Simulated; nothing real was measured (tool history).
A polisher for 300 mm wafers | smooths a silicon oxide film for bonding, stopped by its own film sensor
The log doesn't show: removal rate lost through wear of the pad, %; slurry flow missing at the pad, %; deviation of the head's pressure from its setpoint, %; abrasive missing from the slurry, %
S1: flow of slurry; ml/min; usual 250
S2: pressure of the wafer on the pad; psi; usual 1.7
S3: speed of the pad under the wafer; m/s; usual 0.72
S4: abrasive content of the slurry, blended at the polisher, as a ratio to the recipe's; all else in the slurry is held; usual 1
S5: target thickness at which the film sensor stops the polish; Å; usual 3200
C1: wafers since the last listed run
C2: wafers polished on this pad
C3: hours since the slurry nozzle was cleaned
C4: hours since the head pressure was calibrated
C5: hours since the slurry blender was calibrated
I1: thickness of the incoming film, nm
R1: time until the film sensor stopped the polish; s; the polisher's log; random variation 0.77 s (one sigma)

{"run": 1, "hour": 0.0, "S1": 250, "S2": 1.7, "S3": 0.72, "S4": 1, "S5": 3200, "C1": 0, "C2": 1303, "C3": 269.5, "C4": 894.9, "C5": 81.1, "I1": 367.1, "R1": 99.9}
{"hour": 14.8, "done": "worn pad replaced by a new one"}
{"run": 2, "hour": 25.8, "S1": 250, "S2": 2, "S3": 0.72, "S4": 1, "S5": 3200, "C1": 204, "C2": 102, "C3": 295.3, "C4": 920.7, "C5": 106.9, "I1": 360.7, "R1": 80.5}
{"run": 3, "hour": 51.5, "S1": 250, "S2": 2, "S3": 0.72, "S4": 1, "S5": 3200, "C1": 240, "C2": 343, "C3": 321, "C4": 946.4, "C5": 132.6, "I1": 364.1, "R1": 87.4}
{"run": 4, "hour": 74.2, "S1": 250, "S2": 1.7, "S3": 0.72, "S4": 1, "S5": 3200, "C1": 212, "C2": 555, "C3": 343.7, "C4": 969.1, "C5": 155.3, "I1": 361.1, "R1": 95.2}
{"hour": 96.3, "done": "slurry nozzle cleaned"}
{"run": 5, "hour": 107.9, "S1": 250, "S2": 1.7, "S3": 0.72, "S4": 1, "S5": 3200, "C1": 306, "C2": 862, "C3": 11.6, "C4": 1002.8, "C5": 189, "I1": 360.4, "R1": 93.7}
{"run": 6, "hour": 135.1, "S1": 250, "S2": 1.7, "S3": 0.72, "S4": 1, "S5": 3200, "C1": 254, "C2": 1117, "C3": 38.8, "C4": 1030, "C5": 216.2, "I1": 361.6, "R1": 96.3}
{"run": 7, "hour": 149.9, "S1": 250, "S2": 1.7, "S3": 0.72, "S4": 1, "S5": 3200, "C1": 138, "C2": 1255, "C3": 53.6, "C4": 1044.8, "C5": 231, "I1": 362.8, "R1": 99.5}
{"run": 8, "hour": 184.2, "S1": 250, "S2": 1.7, "S3": 0.72, "S4": 1, "S5": 3200, "C1": 321, "C2": 1576, "C3": 87.9, "C4": 1079.1, "C5": 265.3, "I1": 359.1, "R1": 92.1}
{"hour": 192.1, "done": "worn pad replaced by a new one, repeated, since the last time left the tool worse"}
{"run": 9, "hour": 212.8, "S1": 250, "S2": 1.7, "S3": 0.72, "S4": 1, "S5": 3200, "C1": 230, "C2": 194, "C3": 116.5, "C4": 1107.7, "C5": 293.9, "I1": 356.7, "R1": 76.2}
{"run": 10, "hour": 242.0, "S1": 250, "S2": 1.7, "S3": 0.86, "S4": 1, "S5": 3200, "C1": 273, "C2": 467, "C3": 145.7, "C4": 1136.9, "C5": 323.1, "I1": 353.1, "R1": 60.2}
{"run": 11, "hour": 283.7, "S1": 250, "S2": 1.7, "S3": 0.86, "S4": 1, "S5": 3200, "C1": 390, "C2": 858, "C3": 187.4, "C4": 1178.6, "C5": 364.8, "I1": 359.2, "R1": 71.4}
{"run": 12, "hour": 308.5, "S1": 250, "S2": 1.7, "S3": 0.56, "S4": 1, "S5": 3200, "C1": 232, "C2": 1090, "C3": 212.2, "C4": 1203.4, "C5": 389.6, "I1": 361.8, "R1": 110.4}
{"run": 13, "hour": 328.3, "S1": 250, "S2": 2.2, "S3": 0.98, "S4": 1, "S5": 3270, "C1": 185, "C2": 1276, "C3": 232, "C4": 1223.2, "C5": 409.4, "I1": 358.9, "R1": 42.8}
{"hour": 353.4, "done": "worn pad replaced by a new one"}
{"run": 14, "hour": 362.2, "S1": 250, "S2": 1.7, "S3": 0.72, "S4": 1, "S5": 3200, "C1": 280, "C2": 82, "C3": 265.9, "C4": 1257.1, "C5": 443.3, "I1": 362.2, "R1": 87.5}
{"run": 15, "hour": 374.3, "S1": 250, "S2": 1.7, "S3": 0.72, "S4": 1, "S5": 3200, "C1": 113, "C2": 195, "C3": 278, "C4": 1269.2, "C5": 455.4, "I1": 358.1, "R1": 79.9}
{"hour": 392.1, "done": "head pressure recalibrated"}
{"run": 16, "hour": 392.6, "S1": 250, "S2": 2, "S3": 0.72, "S4": 0.8, "S5": 3200, "C1": 152, "C2": 348, "C3": 296.3, "C4": 0.5, "C5": 473.7, "I1": 364.6, "R1": 90.4}
{"hour": 414.4, "done": "slurry blender recalibrated"}
{"run": 17, "hour": 418.9, "S1": 325, "S2": 1.7, "S3": 0.9, "S4": 1, "S5": 3060, "C1": 227, "C2": 576, "C3": 322.6, "C4": 26.8, "C5": 4.5, "I1": 365.3, "R1": 103.5}
{"run": 18, "hour": 432.2, "S1": 250, "S2": 2.2, "S3": 0.72, "S4": 1.15, "S5": 3200, "C1": 124, "C2": 700, "C3": 335.9, "C4": 40.1, "C5": 17.8, "I1": 360.6, "R1": 64.5}
{"run": 19, "hour": 467.4, "S1": 295, "S2": 1.9, "S3": 0.72, "S4": 0.8, "S5": 3140, "C1": 329, "C2": 1030, "C3": 371.1, "C4": 75.3, "C5": 53, "I1": 356.6, "R1": 90.8}
{"hour": 469.8, "done": "slurry nozzle cleaned"}
{"run": 20, "hour": 497.3, "S1": 250, "S2": 1.4, "S3": 0.72, "S4": 1, "S5": 3200, "C1": 270, "C2": 1301, "C3": 27.5, "C4": 105.2, "C5": 82.9, "I1": 368.1, "R1": 122}
{"hour": 513.1, "done": "worn pad replaced by a new one"}
{"run": 21, "hour": 515.0, "S1": 250, "S2": 2, "S3": 0.72, "S4": 1, "S5": 3290, "C1": 128, "C2": 18, "C3": 45.2, "C4": 122.9, "C5": 100.6, "I1": 357.4, "R1": 51.9}
{"run": 22, "hour": 533.4, "S1": 250, "S2": 1.7, "S3": 0.72, "S4": 1, "S5": 3060, "C1": 172, "C2": 190, "C3": 63.6, "C4": 141.3, "C5": 119, "I1": 352.2, "R1": 96.1}
{"run": 23, "hour": 557.3, "S1": 250, "S2": 1.7, "S3": 0.72, "S4": 1, "S5": 3200, "C1": 223, "C2": 414, "C3": 87.5, "C4": 165.2, "C5": 142.9, "I1": 362.7, "R1": 89.2}
{"run": 24, "hour": 574.3, "S1": 250, "S2": 1.7, "S3": 0.72, "S4": 0.8, "S5": 3200, "C1": 159, "C2": 573, "C3": 104.5, "C4": 182.2, "C5": 159.9, "I1": 357, "R1": 88.5}
{"run": 25, "hour": 593.6, "S1": 250, "S2": 1.7, "S3": 0.72, "S4": 1, "S5": 3200, "C1": 180, "C2": 754, "C3": 123.8, "C4": 201.5, "C5": 179.2, "I1": 363.3, "R1": 90.9}
{"run": 26, "hour": 610.2, "S1": 250, "S2": 1.2, "S3": 0.72, "S4": 1, "S5": 3290, "C1": 155, "C2": 909, "C3": 140.4, "C4": 218.1, "C5": 195.8, "I1": 360.8, "R1": 90.8}
{"run": 27, "hour": 627.9, "S1": 280, "S2": 1.7, "S3": 0.72, "S4": 1.2, "S5": 3200, "C1": 165, "C2": 1075, "C3": 158.1, "C4": 235.8, "C5": 213.5, "I1": 358.2, "R1": 74}
{"hour": 662.9, "done": "worn pad replaced by a new one"}
{"run": 28, "hour": 663.4, "S1": 250, "S2": 1.5, "S3": 0.46, "S4": 1, "S5": 3080, "C1": 295, "C2": 4, "C3": 193.6, "C4": 271.3, "C5": 249, "I1": 361.1, "R1": 176.2}
{"run": 29, "hour": 689.7, "S1": 280, "S2": 1.7, "S3": 0.52, "S4": 1.25, "S5": 3310, "C1": 246, "C2": 251, "C3": 219.9, "C4": 297.6, "C5": 275.3, "I1": 365.7, "R1": 85}

Measured less the same run without the tool's hidden state. The same run-to-run variation is in both; the gauge's scatter may not be:
run=1 R1=+3.9
run=2 R1=+6.5
run=3 R1=+7.7
run=4 R1=+9
run=5 R1=+9.7
run=6 R1=+10.7
run=7 R1=+11.5
run=8 R1=+11.4
run=9 R1=+0.9
run=10 R1=+1.3
run=11 R1=+2.3
run=12 R1=+4.3
run=13 R1=+1.9
run=14 R1=+0.5
run=15 R1=+0.7
run=16 R1=+1.3
run=17 R1=+2.3
run=18 R1=+1.6
run=19 R1=+3.2
run=20 R1=+5.3
run=21 R1=+0.3
run=22 R1=+1.1
run=23 R1=+1.6
run=24 R1=+2.1
run=25 R1=+2.5
run=26 R1=+2.9
run=27 R1=+2.8
run=28 R1=+1.6
run=29 R1=+1.4
